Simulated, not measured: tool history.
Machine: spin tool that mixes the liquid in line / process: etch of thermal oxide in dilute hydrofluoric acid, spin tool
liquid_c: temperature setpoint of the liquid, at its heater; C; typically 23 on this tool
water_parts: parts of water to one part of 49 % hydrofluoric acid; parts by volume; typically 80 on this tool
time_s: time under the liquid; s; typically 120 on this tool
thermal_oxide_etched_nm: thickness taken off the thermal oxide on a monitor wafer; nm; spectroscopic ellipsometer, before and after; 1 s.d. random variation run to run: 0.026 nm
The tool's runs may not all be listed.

run,day,liquid_c,water_parts,time_s,wafers since the last listed run,hours since the thermometer was replaced,hours since the hydrofluoric acid flow meter was replaced,hours since the gauge calibration,"read-back film thickness of the thermal oxide reference wafer, read on the same gauge (nm)",thermal_oxide_etched_nm
1,0,23,80,120,0,1019.5,206.2,1986.8,149.98,6.79
# day 3.958: gauge calibrated
2,4.983,23,80,120,934,1139.1,325.8,24.6,150.02,6.85
3,8.996,23,100,120,752,1235.4,422.1,120.9,150,5.34
4,10.892,23,100,120,355,1280.9,467.6,166.4,150,5.37
5,13.375,23,100,120,465,1340.5,527.2,226,150.01,5.41
6,16.979,23,80,120,675,1427,613.7,312.5,150.02,6.95
7,20.617,23,80,120,682,1514.3,701,399.8,150,6.92
# day 22.746: hydrofluoric acid flow meter replaced
8,24.388,23,80,120,699,1604.8,39.4,490.3,149.97,6.77
9,27.6,23,80,120,602,1681.9,116.5,567.4,150,6.77
10,30.254,23,80,120,497,1745.6,180.2,631.1,150.02,6.79
11,33.988,25.5,80,55,700,1835.2,269.8,720.7,149.97,3.47
12,38.292,23,80,120,807,1938.5,373.1,824,149.94,6.81
13,41.55,25,80,120,611,2016.7,451.3,902.2,150,7.46
14,43.671,27,80,120,397,2067.6,502.2,953.1,149.98,8.12
15,46.508,26.5,100,120,532,2135.7,570.3,1021.2,149.98,6.17
16,49.262,23,80,120,516,2201.8,636.4,1087.3,150.01,6.85
17,52.317,23,110,160,572,2275.1,709.7,1160.6,149.97,6.52
18,53.825,25.5,80,120,282,2311.3,745.9,1196.8,149.99,7.69
# day 54.512: thermometer replaced
# day 57.662: hydrofluoric acid flow meter replaced
19,58.221,25.5,80,120,808,89,13.4,1302.3,149.97,7.53
20,61.55,26,80,120,624,168.9,93.3,1382.2,150.02,7.65
21,65.596,21,50,190,758,266,190.4,1479.3,150.04,16.61
22,67.783,25.5,80,100,410,318.5,242.9,1531.8,150.03,6.27
23,69.758,23,105,185,370,365.9,290.3,1579.2,150.03,7.76
24,73.971,18,80,120,790,467,391.4,1680.3,149.94,5.57
25,75.796,23,115,145,342,510.8,435.2,1724.1,150.02,5.55
26,77.296,23,80,175,281,546.8,471.2,1760.1,150.03,10.11
27,81.625,23,80,120,811,650.7,575.1,1864,149.98,6.93
28,85.717,23,70,60,767,748.9,673.3,1962.2,150,4.02
29,90.042,18,115,120,811,852.7,777.1,2066,150,3.81
# day 91.746: gauge calibrated
30,92.575,19.5,80,120,475,913.5,837.9,19.9,149.96,6.06
31,95.325,23,80,120,515,979.5,903.9,85.9,150,7.01
32,97.112,18,55,120,335,1022.4,946.8,128.8,150.01,8.5
# day 98.746: hydrofluoric acid flow meter replaced
33,101.346,23,95,120,786,1124,62.4,230.4,149.97,5.61
34,104.467,24.5,100,120,585,1198.9,137.3,305.3,150.01,5.62

Some steps in thermal_oxide_etched_nm between neighbouring runs. How much of each would the tool show without its hidden state too (settings, what came in, random variation), and how much is left for the hidden state, with any gauge scatter that isn't in both results?
The tool's hidden condition here consists of: liquid colder than its thermometer reads (K); hydrofluoric acid flow above the setpoint (%); gauge reads high (%).
Run 7 -> 8: hydrofluoric acid flow meter replaced. thermal_oxide_etched_nm -0.15 nm: hidden state -0.2, all else +0.05.
Run 18 -> 19: thermometer replaced, hydrofluoric acid flow meter replaced. thermal_oxide_etched_nm -0.16 nm: hidden state -0.2, all else +0.04.
Run 20 -> 21: liquid_c 26 -> 21, water_parts 80 -> 50, time_s 120 -> 190. thermal_oxide_etched_nm +8.96 nm: hidden state +0.15, all else +8.81.
Run 21 -> 22: liquid_c 21 -> 25.5, water_parts 50 -> 80, time_s 190 -> 100. thermal_oxide_etched_nm -10.34 nm: hidden state -0.13, all else -10.21.
Run 25 -> 26: water_parts 115 -> 80, time_s 145 -> 175. thermal_oxide_etched_nm +4.56 nm: hidden state +0.12, all else +4.44.
Run 32 -> 33: liquid_c 18 -> 23, water_parts 55 -> 95, hydrofluoric acid flow meter replaced. thermal_oxide_etched_nm -2.89 nm: hidden state -0.32, all else -2.57.
